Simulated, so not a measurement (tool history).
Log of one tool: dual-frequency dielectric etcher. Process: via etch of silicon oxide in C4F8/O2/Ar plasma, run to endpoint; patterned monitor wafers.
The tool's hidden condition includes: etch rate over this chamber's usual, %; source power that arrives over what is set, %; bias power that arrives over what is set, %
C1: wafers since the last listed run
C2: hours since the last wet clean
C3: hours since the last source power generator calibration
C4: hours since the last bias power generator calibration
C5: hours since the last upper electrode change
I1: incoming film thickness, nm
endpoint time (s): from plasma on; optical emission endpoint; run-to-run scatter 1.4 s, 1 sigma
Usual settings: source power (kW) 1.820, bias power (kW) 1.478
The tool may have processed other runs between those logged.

Run 1, hour 0.0: usual settings; C1 0; C2 345.6; C3 2014.4; C4 2222.3; C5 3043.7; I1 1129.1. Result: endpoint time (s) 279.0.
Run 2, hour 97.4: usual settings; C1 286; C2 443.0; C3 2111.8; C4 2319.7; C5 3141.1; I1 1131.2. Result: endpoint time (s) 282.5.
At hour 154.9: wet clean of the chamber.
Run 3, hour 195.7: usual settings; C1 218; C2 40.8; C3 2210.1; C4 2418.0; C5 3239.4; I1 1115.7. Result: endpoint time (s) 265.7.
Run 4, hour 281.3: usual settings; C1 251; C2 126.4; C3 2295.7; C4 2503.6; C5 3325.0; I1 1112.1. Result: endpoint time (s) 268.6.
Run 5, hour 330.4: usual settings; C1 144; C2 175.5; C3 2344.8; C4 2552.7; C5 3374.1; I1 1129.7. Result: endpoint time (s) 269.8.
Run 6, hour 385.7: usual settings but source power (kW) 2.050, bias power (kW) 1.611; C1 162; C2 230.8; C3 2400.1; C4 2608.0; C5 3429.4; I1 1106.6. Result: endpoint time (s) 250.5.
Run 7, hour 451.6: usual settings but source power (kW) 2.050, bias power (kW) 1.611; C1 193; C2 296.7; C3 2466.0; C4 2673.9; C5 3495.3; I1 1105.4. Result: endpoint time (s) 251.0.
Run 8, hour 498.5: usual settings; C1 137; C2 343.6; C3 2512.9; C4 2720.8; C5 3542.2; I1 1107.2. Result: endpoint time (s) 272.1.
At hour 627.8: wet clean of the chamber.
At hour 728.3: upper electrode replaced.
Run 9, hour 801.4: usual settings; C1 749; C2 173.6; C3 2815.8; C4 3023.7; C5 73.1; I1 1111.9. Result: endpoint time (s) 268.1.
At hour 1026.2: bias power generator calibrated.
At hour 1037.3: wet clean of the chamber.
Run 10, hour 1111.8: usual settings but source power (kW) 1.940, bias power (kW) 1.130; C1 868; C2 74.5; C3 3126.2; C4 85.6; C5 383.5; I1 1119.9. Result: endpoint time (s) 284.9.
Run 11, hour 1173.3: usual settings but source power (kW) 2.160, bias power (kW) 1.205; C1 180; C2 136.0; C3 3187.7; C4 147.1; C5 445.0; I1 1118.3. Result: endpoint time (s) 267.9.
At hour 1262.5: source power generator calibrated.
Run 12, hour 1262.8: usual settings but source power (kW) 1.620; C1 251; C2 225.5; C3 0.3; C4 236.6; C5 534.5; I1 1125.2. Result: endpoint time (s) 284.9.
Run 13, hour 1304.7: usual settings but source power (kW) 1.560, bias power (kW) 1.707; C1 123; C2 267.4; C3 42.2; C4 278.5; C5 576.4; I1 1105.2. Result: endpoint time (s) 272.6.
Run 14, hour 1389.4: usual settings but source power (kW) 1.600, bias power (kW) 1.572; C1 249; C2 352.1; C3 126.9; C4 363.2; C5 661.1; I1 1121.9. Result: endpoint time (s) 281.4.
At hour 1501.2: wet clean of the chamber.
Run 15, hour 1501.7: usual settings but source power (kW) 2.070; C1 259; C2 0.5; C3 239.2; C4 475.5; C5 773.4; I1 1117.6. Result: endpoint time (s) 252.9.
Run 16, hour 1531.5: usual settings; C1 87; C2 30.3; C3 269.0; C4 505.3; C5 803.2; I1 1132.3. Result: endpoint time (s) 271.1.
Run 17, hour 1581.3: usual settings; C1 146; C2 80.1; C3 318.8; C4 555.1; C5 853.0; I1 1101.9. Result: endpoint time (s) 263.8.
Run 18, hour 1637.1: usual settings but source power (kW) 1.610, bias power (kW) 1.226; C1 164; C2 135.9; C3 374.6; C4 610.9; C5 908.8; I1 1109.6. Result: endpoint time (s) 297.9.
Run 19, hour 1680.0: usual settings but bias power (kW) 1.360; C1 126; C2 178.8; C3 417.5; C4 653.8; C5 951.7; I1 1109.8. Result: endpoint time (s) 274.6.

Each row is a separate what-if for the run after 19, all from the same tool condition, not one after another. Results?
Run A, hour 1680.5: usual settings but bias power (kW) 1.152; C1 1; C2 179.3; C3 418.0; C4 654.3; C5 952.2; I1 1122.1. Result: endpoint time (s) ?.
Run B, hour 1680.5: usual settings but source power (kW) 1.640, bias power (kW) 1.590; C1 1; C2 179.3; C3 418.0; C4 654.3; C5 952.2; I1 1122.1. Result: endpoint time (s) ?.
Run C, hour 1680.5: usual settings but source power (kW) 2.220, bias power (kW) 1.599; C1 1; C2 179.3; C3 418.0; C4 654.3; C5 952.2; I1 1122.1. Result: endpoint time (s) ?.
Run D, hour 1680.5: usual settings but source power (kW) 1.390, bias power (kW) 1.205; C1 1; C2 179.3; C3 418.0; C4 654.3; C5 952.2; I1 1122.1. Result: endpoint time (s) ?.
Run E, hour 1680.5: usual settings but source power (kW) 2.030, bias power (kW) 1.782; C1 1; C2 179.3; C3 418.0; C4 654.3; C5 952.2; I1 1122.1. Result: endpoint time (s) ?.

run  endpoint time (s)
  A              292.6
  B              275.4
  C              244.5
  D              320.5
  E              244.6
With no hidden state in the tool, these same runs would have given:
run  endpoint time (s)
  A              288.3
  B              271.3
  C              240.9
  D              315.7
  E              241.0
